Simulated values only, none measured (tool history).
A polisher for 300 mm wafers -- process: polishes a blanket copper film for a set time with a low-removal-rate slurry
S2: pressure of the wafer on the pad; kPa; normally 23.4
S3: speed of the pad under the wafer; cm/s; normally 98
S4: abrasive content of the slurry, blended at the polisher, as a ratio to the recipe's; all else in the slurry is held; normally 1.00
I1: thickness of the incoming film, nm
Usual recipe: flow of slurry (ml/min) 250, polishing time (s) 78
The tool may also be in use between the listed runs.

run 1 hour=0.0 | flow_of_slurry_(ml/min)=295 S2=23.4 S3=98 S4=1.00 polishing_time_(s)=78 | I1=941.0 | film_removed_(nm)=321.2
run 2 hour=7.2 | flow_of_slurry_(ml/min)=295 S2=23.4 S3=98 S4=1.00 polishing_time_(s)=78 | I1=932.9 | film_removed_(nm)=323.2
run 3 hour=18.9 | flow_of_slurry_(ml/min)=250 S2=23.4 S3=98 S4=1.00 polishing_time_(s)=78 | I1=931.3 | film_removed_(nm)=312.7
-- hour=32.8 worn pad replaced by a new one
run 4 hour=33.3 | flow_of_slurry_(ml/min)=250 S2=23.4 S3=98 S4=1.00 polishing_time_(s)=78 | I1=945.8 | film_removed_(nm)=318.0
run 5 hour=47.1 | flow_of_slurry_(ml/min)=250 S2=23.4 S3=98 S4=1.00 polishing_time_(s)=78 | I1=928.0 | film_removed_(nm)=320.2
run 6 hour=53.2 | flow_of_slurry_(ml/min)=250 S2=23.4 S3=118 S4=1.00 polishing_time_(s)=78 | I1=942.4 | film_removed_(nm)=374.8
run 7 hour=64.5 | flow_of_slurry_(ml/min)=250 S2=23.4 S3=116 S4=1.00 polishing_time_(s)=78 | I1=930.0 | film_removed_(nm)=363.3
run 8 hour=73.8 | flow_of_slurry_(ml/min)=250 S2=23.4 S3=116 S4=1.00 polishing_time_(s)=78 | I1=946.3 | film_removed_(nm)=368.0
run 9 hour=88.7 | flow_of_slurry_(ml/min)=250 S2=23.4 S3=116 S4=1.00 polishing_time_(s)=78 | I1=959.3 | film_removed_(nm)=373.8
run 10 hour=96.8 | flow_of_slurry_(ml/min)=275 S2=29.0 S3=98 S4=1.00 polishing_time_(s)=78 | I1=934.1 | film_removed_(nm)=383.9
run 11 hour=107.5 | flow_of_slurry_(ml/min)=275 S2=29.0 S3=98 S4=1.00 polishing_time_(s)=78 | I1=947.4 | film_removed_(nm)=391.8
run 12 hour=127.3 | flow_of_slurry_(ml/min)=250 S2=23.4 S3=98 S4=1.00 polishing_time_(s)=78 | I1=928.1 | film_removed_(nm)=321.7
run 13 hour=134.9 | flow_of_slurry_(ml/min)=185 S2=23.4 S3=98 S4=1.00 polishing_time_(s)=78 | I1=946.4 | film_removed_(nm)=309.0
run 14 hour=148.9 | flow_of_slurry_(ml/min)=250 S2=23.4 S3=98 S4=1.00 polishing_time_(s)=78 | I1=949.6 | film_removed_(nm)=322.3
run 15 hour=156.9 | flow_of_slurry_(ml/min)=250 S2=23.4 S3=98 S4=1.00 polishing_time_(s)=63 | I1=931.9 | film_removed_(nm)=258.5
run 16 hour=167.7 | flow_of_slurry_(ml/min)=250 S2=31.0 S3=98 S4=1.00 polishing_time_(s)=78 | I1=927.4 | film_removed_(nm)=417.2
run 17 hour=181.1 | flow_of_slurry_(ml/min)=250 S2=23.4 S3=98 S4=1.00 polishing_time_(s)=78 | I1=953.4 | film_removed_(nm)=325.2
run 18 hour=191.2 | flow_of_slurry_(ml/min)=250 S2=23.4 S3=98 S4=1.15 polishing_time_(s)=56 | I1=947.8 | film_removed_(nm)=245.7
-- hour=200.5 worn pad replaced by a new one, of another model than before
-- hour=201.4 slurry nozzle cleaned
run 19 hour=204.2 | flow_of_slurry_(ml/min)=160 S2=23.4 S3=98 S4=1.00 polishing_time_(s)=58 | I1=934.9 | film_removed_(nm)=211.0
run 20 hour=213.6 | flow_of_slurry_(ml/min)=210 S2=18.6 S3=98 S4=1.00 polishing_time_(s)=52 | I1=942.5 | film_removed_(nm)=186.7
-- hour=224.8 head pressure recalibrated
run 21 hour=230.9 | flow_of_slurry_(ml/min)=250 S2=23.4 S3=82 S4=0.80 polishing_time_(s)=78 | I1=948.4 | film_removed_(nm)=256.4
-- hour=239.4 slurry blender recalibrated
run 22 hour=241.7 | flow_of_slurry_(ml/min)=250 S2=23.4 S3=98 S4=0.75 polishing_time_(s)=78 | I1=949.2 | film_removed_(nm)=276.2
run 23 hour=259.1 | flow_of_slurry_(ml/min)=250 S2=23.4 S3=98 S4=1.00 polishing_time_(s)=68 | I1=932.9 | film_removed_(nm)=269.0
run 24 hour=272.3 | flow_of_slurry_(ml/min)=250 S2=23.4 S3=112 S4=0.85 polishing_time_(s)=78 | I1=957.1 | film_removed_(nm)=317.7
run 25 hour=279.1 | flow_of_slurry_(ml/min)=190 S2=23.4 S3=98 S4=1.00 polishing_time_(s)=78 | I1=939.1 | film_removed_(nm)=290.7
run 26 hour=293.2 | flow_of_slurry_(ml/min)=250 S2=23.4 S3=98 S4=1.00 polishing_time_(s)=78 | I1=952.3 | film_removed_(nm)=309.3
run 27 hour=329.9 | flow_of_slurry_(ml/min)=250 S2=23.4 S3=98 S4=1.10 polishing_time_(s)=78 | I1=948.4 | film_removed_(nm)=321.0

What if the next run were any one of these 4? Each begins from the tool's condition after run 27:
run A hour=330.3 | flow_of_slurry_(ml/min)=250 S2=17.9 S3=98 S4=1.00 polishing_time_(s)=78 | I1=931.2 | film_removed_(nm)=?
run B hour=330.3 | flow_of_slurry_(ml/min)=250 S2=19.3 S3=82 S4=0.75 polishing_time_(s)=67 | I1=931.2 | film_removed_(nm)=?
run C hour=330.3 | flow_of_slurry_(ml/min)=250 S2=23.4 S3=98 S4=1.00 polishing_time_(s)=55 | I1=931.2 | film_removed_(nm)=?
run D hour=330.3 | flow_of_slurry_(ml/min)=330 S2=17.2 S3=98 S4=1.00 polishing_time_(s)=78 | I1=931.2 | film_removed_(nm)=?

run=A film_removed_(nm)=280.3
run=B film_removed_(nm)=200.0
run=C film_removed_(nm)=220.9
run=D film_removed_(nm)=285.8
Take away the tool's hidden state, keep each run's random variation, and the runs would have read:
run=A film_removed_(nm)=277.5
run=B film_removed_(nm)=198.0
run=C film_removed_(nm)=218.7
run=D film_removed_(nm)=282.9
